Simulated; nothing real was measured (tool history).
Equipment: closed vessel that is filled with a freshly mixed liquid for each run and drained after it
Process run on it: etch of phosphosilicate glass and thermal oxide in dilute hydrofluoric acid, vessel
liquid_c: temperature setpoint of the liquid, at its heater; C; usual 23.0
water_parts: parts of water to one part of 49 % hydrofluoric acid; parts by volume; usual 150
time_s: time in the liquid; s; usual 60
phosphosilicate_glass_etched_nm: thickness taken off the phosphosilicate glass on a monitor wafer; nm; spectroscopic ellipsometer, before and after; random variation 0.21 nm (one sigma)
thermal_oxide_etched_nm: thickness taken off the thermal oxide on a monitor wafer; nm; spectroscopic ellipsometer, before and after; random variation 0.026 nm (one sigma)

run     day  liquid_c  water_parts  time_s  read-back film thickness of the phosphosilicate glass reference wafer, read on the same gauge (nm)  read-back film thickness of the thermal oxide reference wafer, read on the same gauge (nm)  phosphosilicate_glass_etched_nm  thermal_oxide_etched_nm
  1   0.000      23.0          150      40                                                                                               90.01                                                                                     139.995                            15.43                    1.000
  2   0.571      27.0          105      40                                                                                               90.02                                                                                     139.995                            26.53                    1.717
      1.833  -- thermometer replaced
  3   1.846      23.0          150      60                                                                                               89.99                                                                                     140.022                            22.89                    1.450
  4   3.925      23.0          150      60                                                                                               89.97                                                                                     139.991                            22.86                    1.442
      4.167  -- gauge calibrated
  5   4.846      26.5          210      85                                                                                               90.03                                                                                     140.006                            24.40                    1.539
  6   5.475      23.0          150      60                                                                                               89.94                                                                                     139.963                            22.65                    1.432
  7   6.433      27.0          150      95                                                                                               90.01                                                                                     140.011                            41.13                    2.729
  8   7.025      19.5           95      35                                                                                               89.98                                                                                     140.012                            19.44                    1.199
  9   8.200      23.0          150      60                                                                                               90.03                                                                                     139.999                            22.24                    1.444
 10   9.429      23.0          150      60                                                                                               90.01                                                                                     140.032                            22.57                    1.405
 11   9.933      18.0          210      70                                                                                               90.02                                                                                     139.995                            14.49                    0.948
 12  10.817      23.0          130      60                                                                                               89.99                                                                                     140.014                            26.14                    1.678
 13  11.671      23.0          150      35                                                                                               89.98                                                                                     139.960                            13.09                    0.818
 14  12.542      23.0          150      60                                                                                               89.99                                                                                     139.981                            22.19                    1.451
 15  13.433      27.0          220      60                                                                                               90.00                                                                                     139.970                            16.36                    0.996
     14.475  -- hydrofluoric acid flow meter replaced
 16  14.504      20.0          170      45                                                                                               90.03                                                                                     139.973                            13.99                    0.871
 17  15.779      23.0          150      50                                                                                               90.00                                                                                     140.033                            20.26                    1.302
 18  17.271      23.0          150      60                                                                                               89.94                                                                                     139.989                            24.14                    1.518
 19  18.592      27.0          105      40                                                                                               90.02                                                                                     139.977                            28.37                    1.847
 20  19.738      23.0          150      60                                                                                               89.98                                                                                     139.994                            24.07                    1.558
 21  21.108      18.5          185      30                                                                                               89.97                                                                                     139.994                             7.81                    0.508
 22  22.271      20.0           85      45                                                                                               89.95                                                                                     140.009                            29.90                    1.913
 23  23.221      21.5          150      60                                                                                               89.94                                                                                     140.046                            22.38                    1.467
 24  24.504      27.5          180      60                                                                                               90.03                                                                                     140.016                            22.71                    1.457
 25  25.342      23.0          150      60                                                                                               90.01                                                                                     139.979                            23.85                    1.506

Some steps in phosphosilicate_glass_etched_nm, run to run, broken into two amounts with sign: the step expected even without the hidden condition (settings, incoming material, random variation), and the rest, left for the hidden condition together with whatever gauge scatter is not in both the measured and the hidden-condition-free result:
What the log doesn't record here: liquid hotter than its thermometer reads (K); hydrofluoric acid flow below the setpoint (%); gauge reads high (%).
Run 7 -> 8: liquid_c 27.0 -> 19.5, water_parts 150 -> 95, time_s 95 -> 35. phosphosilicate_glass_etched_nm -21.69 nm: hidden state +1.75, all else -23.44.
Run 15 -> 16: liquid_c 27.0 -> 20.0, water_parts 220 -> 170, time_s 60 -> 45, hydrofluoric acid flow meter replaced. phosphosilicate_glass_etched_nm -2.37 nm: hidden state +1.56, all else -3.93.
Run 21 -> 22: liquid_c 18.5 -> 20.0, water_parts 185 -> 85, time_s 30 -> 45. phosphosilicate_glass_etched_nm +22.09 nm: hidden state -0.35, all else +22.44.

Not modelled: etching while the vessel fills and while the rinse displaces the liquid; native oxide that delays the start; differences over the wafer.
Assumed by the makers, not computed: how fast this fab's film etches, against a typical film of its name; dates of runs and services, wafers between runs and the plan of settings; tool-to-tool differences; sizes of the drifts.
